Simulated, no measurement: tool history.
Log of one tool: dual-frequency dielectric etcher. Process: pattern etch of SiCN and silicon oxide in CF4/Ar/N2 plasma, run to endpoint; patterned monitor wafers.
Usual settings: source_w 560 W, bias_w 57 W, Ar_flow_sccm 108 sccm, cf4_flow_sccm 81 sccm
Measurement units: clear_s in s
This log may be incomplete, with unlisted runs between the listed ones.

run,hour,source_w,bias_w,Ar_flow_sccm,cf4_flow_sccm,"incoming incoming film thickness, nm",clear_s
1,0.0,560,57,108,73,14.82,14.4
2,35.4,560,57,108,73,14.84,14.4
3,105.2,560,57,108,81,14.67,13.9
4,138.3,560,57,108,81,14.95,14.0
5,186.3,560,63,108,81,14.71,13.3
6,226.6,560,61,108,81,14.80,13.5
7,263.1,600,57,108,81,14.77,13.0
8,303.6,600,57,108,81,14.84,12.9
9,354.5,560,57,119,81,14.79,13.7
# hour 421.3: wet clean of the chamber
10,421.8,560,57,119,81,14.90,14.3
11,481.0,560,57,119,81,14.63,13.8
12,673.2,560,57,108,81,14.91,13.6
# hour 710.4: Ar flow controller replaced
# hour 780.8: CF4 flow controller replaced
# hour 791.8: wet clean of the chamber
# hour 797.2: bias power generator calibrated
# hour 810.3: upper electrode replaced
13,810.8,560,57,95,70,14.76,14.1
14,835.6,650,71,108,81,14.81,11.9
15,905.6,560,57,108,81,14.90,14.1
# hour 935.9: source power generator calibrated
16,953.5,560,57,125,81,14.73,14.1
17,1007.0,650,71,108,81,15.03,11.9
18,1034.9,560,48,134,81,14.67,14.8
19,1130.9,560,66,108,81,14.73,12.9
20,1187.4,560,47,120,100,14.92,14.0
# hour 1248.8: wet clean of the chamber
21,1249.3,560,44,126,81,14.80,15.6
22,1276.7,560,57,116,81,14.71,14.1
23,1328.6,560,57,134,100,14.81,14.0
24,1398.5,650,57,131,68,14.85,13.3

Hidden state or all else? Some run-to-run changes of clear_s, split into what the settings, what came in and random variation would give without the hidden state, and what is left for the hidden state (with any gauge scatter that isn't in both results):
Unlogged tool condition in this case: etch rate over this chamber's usual, %; source power that arrives over what is set, %; bias power that arrives over what is set, %; Ar flow that arrives over what is set, %; CF4 flow that arrives over what is set, %.
Run 12 -> 13: Ar_flow_sccm 108 -> 95, cf4_flow_sccm 81 -> 70, Ar flow controller replaced, CF4 flow controller replaced, wet clean of the chamber, bias power generator calibrated, upper electrode replaced. clear_s +0.5 s: hidden state +0.7, all else -0.2.
Run 13 -> 14: source_w 560 -> 650, bias_w 57 -> 71, Ar_flow_sccm 95 -> 108, cf4_flow_sccm 70 -> 81. clear_s -2.2 s: hidden state -0.2, all else -2.0.
Run 17 -> 18: source_w 650 -> 560, bias_w 71 -> 48, Ar_flow_sccm 108 -> 134. clear_s +2.9 s: hidden state -0.1, all else +3.0.
Run 20 -> 21: bias_w 47 -> 44, Ar_flow_sccm 120 -> 126, cf4_flow_sccm 100 -> 81, wet clean of the chamber. clear_s +1.6 s: hidden state +0.8, all else +0.8.

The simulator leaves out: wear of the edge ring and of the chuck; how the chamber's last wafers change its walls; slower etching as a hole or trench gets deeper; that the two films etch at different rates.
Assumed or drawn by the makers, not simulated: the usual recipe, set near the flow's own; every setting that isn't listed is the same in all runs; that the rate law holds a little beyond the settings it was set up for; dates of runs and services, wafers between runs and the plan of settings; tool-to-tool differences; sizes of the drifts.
